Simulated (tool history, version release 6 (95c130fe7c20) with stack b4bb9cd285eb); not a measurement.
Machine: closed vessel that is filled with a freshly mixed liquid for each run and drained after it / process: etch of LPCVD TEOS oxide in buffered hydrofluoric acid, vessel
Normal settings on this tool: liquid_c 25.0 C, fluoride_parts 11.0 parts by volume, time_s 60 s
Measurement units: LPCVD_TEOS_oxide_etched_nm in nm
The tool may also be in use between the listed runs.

| run | hour | liquid_c | fluoride_parts | time_s | read-back film thickness of the LPCVD TEOS oxide reference wafer, read on the same gauge (nm) | LPCVD_TEOS_oxide_etched_nm |
|---|---|---|---|---|---|---|
| 1 | 0.0 | 25.0 | 11.0 | 60 | 130.00 | 218.27 |
| 2 | 14.4 | 25.0 | 11.0 | 60 | 129.98 | 219.66 |
| 3 | 25.8 | 25.0 | 11.0 | 60 | 130.00 | 219.29 |
| 4 | 35.4 | 25.0 | 11.0 | 60 | 130.01 | 219.44 |
| 5 | 43.5 | 25.0 | 11.0 | 60 | 130.01 | 219.68 |
| 6 | 53.3 | 25.0 | 11.0 | 60 | 129.99 | 219.70 |
| 7 | 67.3 | 25.0 | 11.0 | 60 | 130.00 | 220.64 |
| 8 | 77.8 | 25.0 | 11.0 | 60 | 130.01 | 220.35 |
| 9 | 90.7 | 25.0 | 11.0 | 60 | 130.00 | 221.74 |
| 10 | 105.4 | 25.0 | 9.0 | 60 | 130.01 | 266.03 |
| 11 | 113.8 | 25.0 | 11.0 | 60 | 129.98 | 220.93 |
|  | 115.2 | gauge calibrated |
|  | 117.2 | hydrofluoric acid flow meter replaced |
| 12 | 122.8 | 25.0 | 11.0 | 60 | 129.98 | 197.35 |
| 13 | 134.3 | 25.0 | 11.0 | 30 | 130.01 | 99.07 |
| 14 | 145.0 | 26.5 | 8.5 | 60 | 130.02 | 267.73 |
| 15 | 159.5 | 20.5 | 11.0 | 90 | 130.04 | 235.55 |
| 16 | 166.2 | 28.5 | 14.5 | 40 | 129.99 | 122.13 |
| 17 | 176.2 | 25.0 | 11.0 | 60 | 130.01 | 199.17 |
| 18 | 186.1 | 25.0 | 11.0 | 60 | 129.97 | 199.50 |
|  | 198.7 | thermometer replaced |
| 19 | 202.6 | 25.0 | 8.5 | 40 | 130.01 | 141.45 |
| 20 | 216.4 | 25.0 | 11.0 | 45 | 130.01 | 128.41 |
| 21 | 223.2 | 25.0 | 11.0 | 60 | 130.02 | 171.37 |
| 22 | 233.1 | 29.5 | 11.0 | 30 | 130.00 | 109.74 |

Run 23, settings as shown, results not yet in. Your forecast:
| 23 | 242.4 | 25.0 | 11.0 | 60 | ? | ? |

Run 23 produced read-back film thickness of the LPCVD TEOS oxide reference wafer, read on the same gauge (nm) 130.00, LPCVD_TEOS_oxide_etched_nm 172.16 nm.
Had the tool carried no hidden state, the very same run would have given LPCVD_TEOS_oxide_etched_nm 168.38 nm.

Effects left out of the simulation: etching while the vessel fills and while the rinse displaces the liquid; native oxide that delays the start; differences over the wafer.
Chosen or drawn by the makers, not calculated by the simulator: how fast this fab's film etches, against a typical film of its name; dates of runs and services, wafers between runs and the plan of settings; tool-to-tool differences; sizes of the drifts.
